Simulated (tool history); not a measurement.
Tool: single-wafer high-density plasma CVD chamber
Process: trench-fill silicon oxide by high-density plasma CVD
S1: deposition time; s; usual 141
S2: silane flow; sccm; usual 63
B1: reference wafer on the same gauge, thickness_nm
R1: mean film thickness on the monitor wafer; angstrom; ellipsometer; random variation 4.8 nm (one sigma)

{"run": 1, "hour": 0.0, "S1": 141, "S2": 73, "B1": 738.841, "R1": 9394.29}
{"run": 2, "hour": 68.0, "S1": 141, "S2": 73, "B1": 738.481, "R1": 9508.58}
{"run": 3, "hour": 115.8, "S1": 141, "S2": 73, "B1": 738.807, "R1": 9466.79}
{"run": 4, "hour": 209.7, "S1": 127, "S2": 63, "B1": 733.737, "R1": 7744.34}
{"run": 5, "hour": 303.8, "S1": 127, "S2": 63, "B1": 734.659, "R1": 7686.64}
{"run": 6, "hour": 385.4, "S1": 127, "S2": 63, "B1": 735.769, "R1": 7698.73}
{"run": 7, "hour": 452.4, "S1": 141, "S2": 63, "B1": 737.164, "R1": 8521.1}
{"run": 8, "hour": 523.6, "S1": 141, "S2": 63, "B1": 736.368, "R1": 8612.44}
{"run": 9, "hour": 584.7, "S1": 141, "S2": 70, "B1": 736.264, "R1": 9194.72}
{"run": 10, "hour": 651.5, "S1": 141, "S2": 70, "B1": 735.465, "R1": 9099.01}
{"run": 11, "hour": 702.8, "S1": 141, "S2": 70, "B1": 735.663, "R1": 9163.45}
{"run": 12, "hour": 739.1, "S1": 151, "S2": 63, "B1": 736.589, "R1": 9145.06}
{"run": 13, "hour": 778.5, "S1": 151, "S2": 63, "B1": 733.546, "R1": 9116.06}
{"run": 14, "hour": 882.1, "S1": 151, "S2": 63, "B1": 734.986, "R1": 9055.32}
{"run": 15, "hour": 950.0, "S1": 133, "S2": 56, "B1": 737.249, "R1": 7426.3}
{"run": 16, "hour": 1042.4, "S1": 130, "S2": 75, "B1": 733.73, "R1": 8673.38}
{"run": 17, "hour": 1105.1, "S1": 115, "S2": 63, "B1": 736.311, "R1": 6867.51}
{"hour": 1356.2, "done": "silane flow controller replaced"}
{"run": 18, "hour": 1393.3, "S1": 141, "S2": 73, "B1": 735.281, "R1": 9397.82}
{"run": 19, "hour": 1461.5, "S1": 157, "S2": 55, "B1": 734.581, "R1": 8830.48}
{"hour": 1545.7, "done": "gauge calibrated"}
{"run": 20, "hour": 1567.2, "S1": 141, "S2": 58, "B1": 735.981, "R1": 8180.23}
{"run": 21, "hour": 1634.8, "S1": 130, "S2": 75, "B1": 736.628, "R1": 8919.59}
{"run": 22, "hour": 1736.2, "S1": 113, "S2": 50, "B1": 734.804, "R1": 5937.41}
{"run": 23, "hour": 1922.2, "S1": 164, "S2": 57, "B1": 738.183, "R1": 9327.78}
{"run": 24, "hour": 1997.8, "S1": 157, "S2": 63, "B1": 736.237, "R1": 9472.85}
{"run": 25, "hour": 2088.8, "S1": 141, "S2": 63, "B1": 735.576, "R1": 8616.38}
{"run": 26, "hour": 2155.4, "S1": 133, "S2": 51, "B1": 736.313, "R1": 7055.33}
{"run": 27, "hour": 2247.6, "S1": 141, "S2": 63, "B1": 736.067, "R1": 8563.71}
{"run": 28, "hour": 2295.4, "S1": 130, "S2": 75, "B1": 734.859, "R1": 8912.04}
{"run": 29, "hour": 2394.4, "S1": 132, "S2": 63, "B1": 737.781, "R1": 8057.69}

The tool's hidden state at each run:
gauge reads high (%): 0 in every run
H1: delivered silane flow above the setpoint (%)
run=1 H1=-0.288
run=2 H1=-0.378
run=3 H1=-0.446
run=4 H1=-0.593
run=5 H1=-0.757
run=6 H1=-0.913
run=7 H1=-1.05
run=8 H1=-1.21
run=9 H1=-1.35
run=10 H1=-1.51
run=11 H1=-1.64
run=12 H1=-1.73
run=13 H1=-1.84
run=14 H1=-2.13
run=15 H1=-2.34
run=16 H1=-2.63
run=17 H1=-2.83
run=18 H1=0.206
run=19 H1=0.197
run=20 H1=0.165
run=21 H1=0.134
run=22 H1=0.0712
run=23 H1=-0.0947
run=24 H1=-0.181
run=25 H1=-0.299
run=26 H1=-0.395
run=27 H1=-0.542
run=28 H1=-0.624
run=29 H1=-0.809
